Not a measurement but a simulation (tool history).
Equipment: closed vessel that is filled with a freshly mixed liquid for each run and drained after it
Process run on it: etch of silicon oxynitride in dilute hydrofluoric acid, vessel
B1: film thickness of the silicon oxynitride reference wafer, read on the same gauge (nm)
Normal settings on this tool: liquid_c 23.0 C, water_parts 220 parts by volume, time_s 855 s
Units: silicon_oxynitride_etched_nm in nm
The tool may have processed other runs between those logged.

{"run": 1, "day": 0.0, "liquid_c": 21.0, "water_parts": 220, "time_s": 855, "B1": 119.99, "silicon_oxynitride_etched_nm": 9.69}
{"run": 2, "day": 0.6, "liquid_c": 21.0, "water_parts": 220, "time_s": 855, "B1": 120.01, "silicon_oxynitride_etched_nm": 9.74}
{"day": 0.65, "done": "gauge calibrated"}
{"run": 3, "day": 2.033, "liquid_c": 23.0, "water_parts": 220, "time_s": 450, "B1": 119.99, "silicon_oxynitride_etched_nm": 5.62}
{"run": 4, "day": 2.912, "liquid_c": 23.0, "water_parts": 220, "time_s": 450, "B1": 120.0, "silicon_oxynitride_etched_nm": 5.62}
{"run": 5, "day": 3.892, "liquid_c": 23.0, "water_parts": 220, "time_s": 450, "B1": 119.99, "silicon_oxynitride_etched_nm": 5.64}
{"run": 6, "day": 4.896, "liquid_c": 23.0, "water_parts": 220, "time_s": 855, "B1": 119.99, "silicon_oxynitride_etched_nm": 10.79}
{"day": 7.425, "done": "thermometer replaced"}
{"run": 7, "day": 8.988, "liquid_c": 23.0, "water_parts": 220, "time_s": 855, "B1": 119.99, "silicon_oxynitride_etched_nm": 10.84}
{"run": 8, "day": 9.967, "liquid_c": 23.0, "water_parts": 220, "time_s": 1140, "B1": 119.99, "silicon_oxynitride_etched_nm": 14.37}
{"run": 9, "day": 10.988, "liquid_c": 23.0, "water_parts": 220, "time_s": 450, "B1": 119.99, "silicon_oxynitride_etched_nm": 5.62}
{"day": 12.004, "done": "hydrofluoric acid flow meter replaced"}
{"run": 10, "day": 12.375, "liquid_c": 19.0, "water_parts": 220, "time_s": 1220, "B1": 120.02, "silicon_oxynitride_etched_nm": 13.41}
{"run": 11, "day": 13.308, "liquid_c": 23.0, "water_parts": 220, "time_s": 855, "B1": 119.99, "silicon_oxynitride_etched_nm": 11.36}
{"run": 12, "day": 14.046, "liquid_c": 20.5, "water_parts": 145, "time_s": 1235, "B1": 120.0, "silicon_oxynitride_etched_nm": 23.3}
{"day": 14.721, "done": "hydrofluoric acid flow meter replaced, repeated, since the last time left the tool worse"}
{"run": 13, "day": 14.838, "liquid_c": 20.5, "water_parts": 145, "time_s": 1235, "B1": 120.0, "silicon_oxynitride_etched_nm": 20.38}
{"day": 15.875, "done": "gauge calibrated"}
{"run": 14, "day": 16.288, "liquid_c": 23.0, "water_parts": 260, "time_s": 570, "B1": 119.99, "silicon_oxynitride_etched_nm": 5.5}
{"run": 15, "day": 17.462, "liquid_c": 26.5, "water_parts": 305, "time_s": 1340, "B1": 119.99, "silicon_oxynitride_etched_nm": 12.44}
{"run": 16, "day": 18.808, "liquid_c": 23.0, "water_parts": 285, "time_s": 855, "B1": 120.0, "silicon_oxynitride_etched_nm": 7.37}
{"run": 17, "day": 20.208, "liquid_c": 24.5, "water_parts": 265, "time_s": 855, "B1": 120.02, "silicon_oxynitride_etched_nm": 8.6}

Predict each of these 5 candidate next runs independently; none follows another, all start after run 17:
{"run": "A", "day": 20.246, "liquid_c": 23.0, "water_parts": 220, "time_s": 395, "B1": "?", "silicon_oxynitride_etched_nm": "?"}
{"run": "B", "day": 20.246, "liquid_c": 19.5, "water_parts": 220, "time_s": 685, "B1": "?", "silicon_oxynitride_etched_nm": "?"}
{"run": "C", "day": 20.246, "liquid_c": 27.5, "water_parts": 185, "time_s": 1225, "B1": "?", "silicon_oxynitride_etched_nm": "?"}
{"run": "D", "day": 20.246, "liquid_c": 27.0, "water_parts": 115, "time_s": 855, "B1": "?", "silicon_oxynitride_etched_nm": "?"}
{"run": "E", "day": 20.246, "liquid_c": 23.0, "water_parts": 280, "time_s": 515, "B1": "?", "silicon_oxynitride_etched_nm": "?"}

run=A B1=120.02 silicon_oxynitride_etched_nm=4.63
run=B B1=120.02 silicon_oxynitride_etched_nm=6.85
run=C B1=120.02 silicon_oxynitride_etched_nm=21.39
run=D B1=120.02 silicon_oxynitride_etched_nm=24.97
run=E B1=120.02 silicon_oxynitride_etched_nm=4.55
Without the tool's hidden state the same runs would have given:
run=A silicon_oxynitride_etched_nm=4.59
run=B silicon_oxynitride_etched_nm=6.79
run=C silicon_oxynitride_etched_nm=21.21
run=D silicon_oxynitride_etched_nm=24.77
run=E silicon_oxynitride_etched_nm=4.51
